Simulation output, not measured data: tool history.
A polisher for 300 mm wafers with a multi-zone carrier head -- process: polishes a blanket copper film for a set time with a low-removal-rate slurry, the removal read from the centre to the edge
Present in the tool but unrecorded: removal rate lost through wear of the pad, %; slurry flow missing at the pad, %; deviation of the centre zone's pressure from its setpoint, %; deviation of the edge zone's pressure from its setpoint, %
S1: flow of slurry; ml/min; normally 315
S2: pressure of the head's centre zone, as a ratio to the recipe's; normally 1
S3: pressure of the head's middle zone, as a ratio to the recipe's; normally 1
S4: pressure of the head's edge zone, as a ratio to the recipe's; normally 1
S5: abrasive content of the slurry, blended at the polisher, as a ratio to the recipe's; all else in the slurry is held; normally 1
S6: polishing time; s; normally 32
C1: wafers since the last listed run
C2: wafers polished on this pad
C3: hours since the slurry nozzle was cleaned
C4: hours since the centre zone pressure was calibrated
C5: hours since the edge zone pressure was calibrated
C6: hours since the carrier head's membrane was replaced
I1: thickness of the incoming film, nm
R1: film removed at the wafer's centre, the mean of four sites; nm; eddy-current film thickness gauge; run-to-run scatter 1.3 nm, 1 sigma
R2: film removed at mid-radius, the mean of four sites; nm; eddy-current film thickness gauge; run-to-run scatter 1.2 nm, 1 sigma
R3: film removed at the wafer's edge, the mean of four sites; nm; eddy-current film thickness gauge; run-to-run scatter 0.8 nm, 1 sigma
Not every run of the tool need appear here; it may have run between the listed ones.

Run 1, day 0: usual settings; C1 0; C2 557; C3 234.6; C4 437.7; C5 49.1; C6 587.3; I1 1210.8. Result: R1 89.1 nm, R2 85.3 nm, R3 88.1 nm.
Run 2, day 1.517: usual settings; C1 279; C2 837; C3 271; C4 474.1; C5 85.5; C6 623.7; I1 1236.6. Result: R1 85.2 nm, R2 83.9 nm, R3 85.6 nm.
At day 3.096: centre zone pressure recalibrated.
Run 3, day 5.512: usual settings; C1 720; C2 1558; C3 366.9; C4 58; C5 181.4; C6 719.6; I1 1230.7. Result: R1 86.9 nm, R2 81.6 nm, R3 82.6 nm.
Run 4, day 9.471: usual settings; C1 729; C2 2287; C3 461.9; C4 153; C5 276.4; C6 814.6; I1 1222.5. Result: R1 84.4 nm, R2 80.9 nm, R3 83.2 nm.
At day 10.975: worn pad replaced by a new one.
Run 5, day 12.138: usual settings; C1 460; C2 214; C3 525.9; C4 217; C5 340.4; C6 878.6; I1 1209.7. Result: R1 93 nm, R2 90.3 nm, R3 93.4 nm.
At day 12.883: slurry nozzle cleaned.
At day 13.517: edge zone pressure recalibrated.
Run 6, day 15.454: usual settings; C1 587; C2 802; C3 61.7; C4 296.6; C5 46.5; C6 958.2; I1 1198.3. Result: R1 87.3 nm, R2 84 nm, R3 88.8 nm.
At day 25.942: centre zone pressure recalibrated.
At day 26.775: worn pad replaced by a new one.
Run 7, day 27.258: usual settings; C1 2128; C2 88; C3 345; C4 31.6; C5 329.8; C6 1241.5; I1 1216.9. Result: R1 93.7 nm, R2 88 nm, R3 93.9 nm.
At day 29.55: edge zone pressure recalibrated.
Run 8, day 30.233: usual settings; C1 532; C2 621; C3 416.4; C4 103; C5 16.4; C6 1312.9; I1 1241.3. Result: R1 86.4 nm, R2 85.8 nm, R3 88.1 nm.
Run 9, day 34.029: usual settings; C1 699; C2 1321; C3 507.5; C4 194.1; C5 107.5; C6 1404; I1 1220.3. Result: R1 85.7 nm, R2 81.3 nm, R3 83.4 nm.
Run 10, day 38.454: usual settings; C1 815; C2 2136; C3 613.7; C4 300.3; C5 213.7; C6 1510.2; I1 1216. Result: R1 81.7 nm, R2 81 nm, R3 82.2 nm.
At day 38.558: slurry nozzle cleaned.
Run 11, day 42.262: usual settings but S1 280 ml/min, S3 0.95, S4 1.05, S5 1.25; C1 693; C2 2830; C3 88.9; C4 391.7; C5 305.1; C6 1601.6; I1 1231.8. Result: R1 84.8 nm, R2 79 nm, R3 86.4 nm.
At day 43.788: worn pad replaced by a new one.
Run 12, day 46.021: usual settings but S1 345 ml/min, S5 1.1, S6 35 s; C1 661; C2 411; C3 179.1; C4 481.9; C5 395.3; C6 1691.8; I1 1231. Result: R1 100.8 nm, R2 100.8 nm, R3 100.9 nm.
At day 47.617: centre zone pressure recalibrated.
Run 13, day 48.533: usual settings but S1 280 ml/min, S3 1.09, S5 1.2, S6 43 s; C1 447; C2 858; C3 239.4; C4 22; C5 455.6; C6 1752.1; I1 1218.9. Result: R1 122.8 nm, R2 127.8 nm, R3 120.7 nm.
At day 49.975: edge zone pressure recalibrated.
At day 50.871: carrier head's membrane replaced by a new one.
Run 14, day 51.338: usual settings but S1 240 ml/min, S4 1.07, S5 0.85; C1 462; C2 1321; C3 306.7; C4 89.3; C5 32.7; C6 11.2; I1 1220. Result: R1 81.8 nm, R2 78.8 nm, R3 83.8 nm.
Run 15, day 52.925: usual settings but S1 345 ml/min, S5 1.1, S6 35 s; C1 292; C2 1613; C3 344.8; C4 127.4; C5 70.8; C6 49.3; I1 1222.7. Result: R1 97.3 nm, R2 93.4 nm, R3 94.7 nm.
Run 16, day 55.996: usual settings but S4 0.91, S5 0.8; C1 565; C2 2179; C3 418.5; C4 201.1; C5 144.5; C6 123; I1 1212.2. Result: R1 82.6 nm, R2 79.6 nm, R3 79.1 nm.
Run 17, day 58.992: usual settings but S1 380 ml/min, S4 1.11, S5 0.8, S6 35 s; C1 551; C2 2731; C3 490.4; C4 273; C5 216.4; C6 194.9; I1 1222.4. Result: R1 88.9 nm, R2 86.4 nm, R3 94.7 nm.
At day 59.675: worn pad replaced by a new one.
Run 18, day 62.467: usual settings but S3 1.12, S4 1.11; C1 609; C2 514; C3 573.8; C4 356.4; C5 299.8; C6 278.3; I1 1229.6. Result: R1 94 nm, R2 97 nm, R3 95.2 nm.
At day 63.708: slurry nozzle cleaned.
Run 19, day 66.312: usual settings but S1 265 ml/min, S2 1.1, S4 0.89, S5 0.75; C1 700; C2 1214; C3 62.5; C4 448.7; C5 392.1; C6 370.6; I1 1199. Result: R1 90.5 nm, R2 80.9 nm, R3 78 nm.
At day 66.525: edge zone pressure recalibrated.
At day 67.25: centre zone pressure recalibrated.
Run 20, day 67.875: usual settings but S1 420 ml/min, S2 1.06, S3 0.96, S6 24 s; C1 257; C2 1472; C3 100; C4 15; C5 32.4; C6 408.1; I1 1221.1. Result: R1 70.1 nm, R2 61.9 nm, R3 66.1 nm.
At day 75.083: worn pad replaced by a new one.
Run 21, day 76.617: usual settings but S3 1.12, S4 1.11; C1 1579; C2 282; C3 309.8; C4 224.8; C5 242.2; C6 617.9; I1 1213.3. Result: R1 92.4 nm, R2 98 nm, R3 98.6 nm.

Give the tool's hidden conditions for every run:
slurry flow missing at the pad, %: 0 at every run
deviation of the centre zone's pressure from its setpoint, %: 0 at every run
deviation of the edge zone's pressure from its setpoint, %: 0 at every run
H1: removal rate lost through wear of the pad, %
run    H1
  1  8.21
  2  9.98
  3  12.7
  4    14
  5  4.08
  6  8.88
  7  4.02
  8  9.09
  9  12.5
 10  14.2
 11  14.9
 12  5.56
 13  8.72
 14  10.8
 15  11.6
 16  12.6
 17  13.1
 18  5.89
 19  9.76
 20  10.7
 21  3.51
